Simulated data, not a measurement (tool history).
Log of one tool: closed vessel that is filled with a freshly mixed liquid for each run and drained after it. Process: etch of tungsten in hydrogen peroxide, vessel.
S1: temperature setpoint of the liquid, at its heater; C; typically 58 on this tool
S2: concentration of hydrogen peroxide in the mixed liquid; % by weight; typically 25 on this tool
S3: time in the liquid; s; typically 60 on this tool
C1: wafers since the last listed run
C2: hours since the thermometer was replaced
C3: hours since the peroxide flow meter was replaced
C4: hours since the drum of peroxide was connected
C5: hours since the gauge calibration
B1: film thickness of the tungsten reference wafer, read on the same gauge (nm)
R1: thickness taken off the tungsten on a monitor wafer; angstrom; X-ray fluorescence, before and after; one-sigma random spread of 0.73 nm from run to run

Run 1, hour 0: usual settings but S3 35 s; C1 0; C2 1061.6; C3 1007.7; C4 519.3; C5 693.7; B1 29.99. Result: R1 538.5 angstrom.
Run 2, hour 41: usual settings but S2 23 % by weight; C1 4785; C2 1102.6; C3 1048.7; C4 560.3; C5 734.7; B1 30. Result: R1 888.4 angstrom.
Run 3, hour 210.5: usual settings but S2 23 % by weight; C1 19782; C2 1272.1; C3 1218.2; C4 729.8; C5 904.2; B1 30.02. Result: R1 894.7 angstrom.
Run 4, hour 496.8: usual settings; C1 33414; C2 1558.4; C3 1504.5; C4 1016.1; C5 1190.5; B1 29.99. Result: R1 922.4 angstrom.
At hour 555.1: new drum of peroxide connected.
Run 5, hour 601.5: usual settings; C1 12103; C2 1663.1; C3 1609.2; C4 46.4; C5 1295.2; B1 29.99. Result: R1 931.2 angstrom.
Run 6, hour 692: usual settings but S1 65 C; C1 10562; C2 1753.6; C3 1699.7; C4 136.9; C5 1385.7; B1 29.99. Result: R1 1380.7 angstrom.
Run 7, hour 792.9: usual settings; C1 11776; C2 1854.5; C3 1800.6; C4 237.8; C5 1486.6; B1 29.98. Result: R1 920.9 angstrom.
Run 8, hour 864.4: usual settings; C1 8344; C2 1926; C3 1872.1; C4 309.3; C5 1558.1; B1 30.01. Result: R1 912.6 angstrom.
Run 9, hour 905.7: usual settings; C1 4820; C2 1967.3; C3 1913.4; C4 350.6; C5 1599.4; B1 30.01. Result: R1 928.4 angstrom.
Run 10, hour 945.1: usual settings; C1 4598; C2 2006.7; C3 1952.8; C4 390; C5 1638.8; B1 30.01. Result: R1 926.3 angstrom.
Run 11, hour 1007.8: usual settings; C1 7317; C2 2069.4; C3 2015.5; C4 452.7; C5 1701.5; B1 30. Result: R1 919.9 angstrom.
Run 12, hour 1058.6: usual settings but S3 50 s; C1 5929; C2 2120.2; C3 2066.3; C4 503.5; C5 1752.3; B1 30.01. Result: R1 773.1 angstrom.
At hour 1072.1: peroxide flow meter replaced.
Run 13, hour 1144.9: usual settings; C1 9955; C2 2206.5; C3 72.8; C4 589.8; C5 1838.6; B1 29.99. Result: R1 927.1 angstrom.
At hour 1210.1: thermometer replaced.
Run 14, hour 1229.2: usual settings; C1 9722; C2 19.1; C3 157.1; C4 674.1; C5 1922.9; B1 30.01. Result: R1 926.8 angstrom.
Run 15, hour 1325.1: usual settings but S1 63 C, S3 45 s; C1 11192; C2 115; C3 253; C4 770; C5 2018.8; B1 29.99. Result: R1 930.2 angstrom.
Run 16, hour 1382.2: usual settings but S2 30 % by weight, S3 95 s; C1 6664; C2 172.1; C3 310.1; C4 827.1; C5 2075.9; B1 30. Result: R1 1605.8 angstrom.
Run 17, hour 1437.5: usual settings; C1 6454; C2 227.4; C3 365.4; C4 882.4; C5 2131.2; B1 30. Result: R1 921.3 angstrom.
Run 18, hour 1473.5: usual settings but S1 65.5 C, S2 18.5 % by weight, S3 80 s; C1 4201; C2 263.4; C3 401.4; C4 918.4; C5 2167.2; B1 30. Result: R1 1620.4 angstrom.
Run 19, hour 1538.6: usual settings but S1 53 C, S3 30 s; C1 7598; C2 328.5; C3 466.5; C4 983.5; C5 2232.3; B1 30.04. Result: R1 343.2 angstrom.
At hour 1562.2: gauge calibrated.
Run 20, hour 1592.5: usual settings but S3 30 s; C1 6290; C2 382.4; C3 520.4; C4 1037.4; C5 30.3; B1 29.97. Result: R1 463.8 angstrom.
At hour 1797.3: new drum of peroxide connected.
Run 21, hour 1841.8: usual settings but S1 54 C, S2 30 % by weight; C1 28979; C2 631.7; C3 769.7; C4 44.5; C5 279.6; B1 30.02. Result: R1 811.6 angstrom.
Run 22, hour 1909.8: usual settings; C1 7936; C2 699.7; C3 837.7; C4 112.5; C5 347.6; B1 29.98. Result: R1 939.6 angstrom.
Run 23, hour 1991.6: usual settings; C1 9547; C2 781.5; C3 919.5; C4 194.3; C5 429.4; B1 29.96. Result: R1 927.2 angstrom.
Run 24, hour 2029.6: usual settings but S1 53.5 C, S2 23 % by weight, S3 50 s; C1 4435; C2 819.5; C3 957.5; C4 232.3; C5 467.4; B1 29.98. Result: R1 570.1 angstrom.
Run 25, hour 2292.2: usual settings but S3 45 s; C1 30648; C2 1082.1; C3 1220.1; C4 494.9; C5 730; B1 30. Result: R1 695.2 angstrom.
Run 26, hour 2399.8: usual settings but S1 49.5 C, S3 45 s; C1 12558; C2 1189.7; C3 1327.7; C4 602.5; C5 837.6; B1 30.02. Result: R1 419 angstrom.
Run 27, hour 2473: usual settings but S1 55 C, S2 22 % by weight, S3 45 s; C1 8543; C2 1262.9; C3 1400.9; C4 675.7; C5 910.8; B1 30.01. Result: R1 547.8 angstrom.
Run 28, hour 2564.9: usual settings but S1 55.5 C, S2 30 % by weight, S3 90 s; C1 10725; C2 1354.8; C3 1492.8; C4 767.6; C5 1002.7; B1 30. Result: R1 1316.8 angstrom.
Run 29, hour 2656.7: usual settings but S1 50.5 C; C1 10714; C2 1446.6; C3 1584.6; C4 859.4; C5 1094.5; B1 30.01. Result: R1 591.6 angstrom.

5 ways to go on from here, each from the tool as it stands after run 29. What would each give?
Run A, hour 2657.4: usual settings; C1 81; C2 1447.3; C3 1585.3; C4 860.1; C5 1095.2; B1 ?. Result: R1 ?.
Run B, hour 2657.4: usual settings but S1 62 C, S2 30 % by weight, S3 45 s; C1 81; C2 1447.3; C3 1585.3; C4 860.1; C5 1095.2; B1 ?. Result: R1 ?.
Run C, hour 2657.4: usual settings but S2 19 % by weight; C1 81; C2 1447.3; C3 1585.3; C4 860.1; C5 1095.2; B1 ?. Result: R1 ?.
Run D, hour 2657.4: usual settings but S1 52.5 C; C1 81; C2 1447.3; C3 1585.3; C4 860.1; C5 1095.2; B1 ?. Result: R1 ?.
Run E, hour 2657.4: usual settings but S2 20 % by weight; C1 81; C2 1447.3; C3 1585.3; C4 860.1; C5 1095.2; B1 ?. Result: R1 ?.

run     B1     R1
  A  29.98  937.8
  B  29.98  969.7
  C  29.98  817.5
  D  29.98  677.2
  E  29.98  838.8
Without the tool's hidden state the same runs would have given:
run     R1
  A  937.8
  B  969.7
  C  817.5
  D  677.2
  E  838.8
